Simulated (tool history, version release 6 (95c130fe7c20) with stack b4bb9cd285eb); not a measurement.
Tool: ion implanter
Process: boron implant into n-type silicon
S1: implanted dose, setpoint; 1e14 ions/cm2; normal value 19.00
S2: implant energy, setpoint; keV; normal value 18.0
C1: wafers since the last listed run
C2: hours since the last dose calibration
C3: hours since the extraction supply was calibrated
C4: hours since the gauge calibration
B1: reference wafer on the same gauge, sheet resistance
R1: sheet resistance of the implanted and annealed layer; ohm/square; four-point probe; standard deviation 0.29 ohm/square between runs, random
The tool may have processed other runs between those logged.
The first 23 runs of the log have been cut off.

Run 24, day 49.704: usual settings but S1 24.41 1e14 ions/cm2, S2 24.0 keV; C1 495; C2 487.7; C3 221.7; C4 440.8; B1 77.89. Result: R1 72.00 ohm/square.
Run 25, day 51.329: usual settings; C1 571; C2 526.7; C3 260.7; C4 479.8; B1 77.90. Result: R1 88.07 ohm/square.
Run 26, day 54.117: usual settings but S2 15.5 keV; C1 980; C2 593.6; C3 327.6; C4 546.7; B1 77.89. Result: R1 92.85 ohm/square.
Run 27, day 56.483: usual settings but S1 15.63 1e14 ions/cm2, S2 15.5 keV; C1 832; C2 650.4; C3 384.4; C4 603.5; B1 77.94. Result: R1 100.23 ohm/square.
Run 28, day 58.358: usual settings but S1 21.08 1e14 ions/cm2; C1 659; C2 695.4; C3 429.4; C4 648.5; B1 77.87. Result: R1 83.79 ohm/square.
Run 29, day 59.867: usual settings but S1 20.94 1e14 ions/cm2, S2 14.5 keV; C1 530; C2 731.6; C3 465.6; C4 684.7; B1 77.79. Result: R1 91.97 ohm/square.
Run 30, day 62.400: usual settings but S1 16.48 1e14 ions/cm2, S2 23.0 keV; C1 891; C2 792.4; C3 526.4; C4 745.5; B1 77.90. Result: R1 88.54 ohm/square.
Run 31, day 63.588: usual settings but S1 24.51 1e14 ions/cm2, S2 23.0 keV; C1 417; C2 820.9; C3 554.9; C4 774.0; B1 77.98. Result: R1 72.92 ohm/square.
Run 32, day 65.254: usual settings but S1 13.53 1e14 ions/cm2, S2 20.5 keV; C1 586; C2 860.9; C3 594.9; C4 814.0; B1 77.84. Result: R1 102.17 ohm/square.
Run 33, day 66.408: usual settings; C1 406; C2 888.6; C3 622.6; C4 841.7; B1 77.89. Result: R1 87.52 ohm/square.
Run 34, day 67.708: usual settings but S1 23.89 1e14 ions/cm2, S2 15.0 keV; C1 457; C2 919.8; C3 653.8; C4 872.9; B1 77.94. Result: R1 86.71 ohm/square.
Run 35, day 70.667: usual settings; C1 1040; C2 990.8; C3 724.8; C4 943.9; B1 77.90. Result: R1 87.93 ohm/square.
Run 36, day 73.588: usual settings but S1 23.39 1e14 ions/cm2, S2 23.0 keV; C1 1027; C2 1060.9; C3 794.9; C4 1014.0; B1 77.86. Result: R1 73.87 ohm/square.

What if the next run were any one of these 5? Each begins from the tool's condition after run 36:
Run A, day 73.604: usual settings; C1 5; C2 1061.3; C3 795.3; C4 1014.4; B1 ?. Result: R1 ?.
Run B, day 73.604: usual settings but S1 24.11 1e14 ions/cm2, S2 16.0 keV; C1 5; C2 1061.3; C3 795.3; C4 1014.4; B1 ?. Result: R1 ?.
Run C, day 73.604: usual settings but S1 22.36 1e14 ions/cm2, S2 15.0 keV; C1 5; C2 1061.3; C3 795.3; C4 1014.4; B1 ?. Result: R1 ?.
Run D, day 73.604: usual settings but S1 24.60 1e14 ions/cm2, S2 14.5 keV; C1 5; C2 1061.3; C3 795.3; C4 1014.4; B1 ?. Result: R1 ?.
Run E, day 73.604: usual settings but S1 16.84 1e14 ions/cm2, S2 13.0 keV; C1 5; C2 1061.3; C3 795.3; C4 1014.4; B1 ?. Result: R1 ?.

run     B1      R1
  A  77.94   88.00
  B  77.94   84.63
  C  77.94   89.13
  D  77.94   88.33
  E  77.94  104.29
Take away the tool's hidden state, keep each run's random variation, and the runs would have read:
run      R1
  A   89.01
  B   85.27
  C   89.82
  D   88.90
  E  105.31
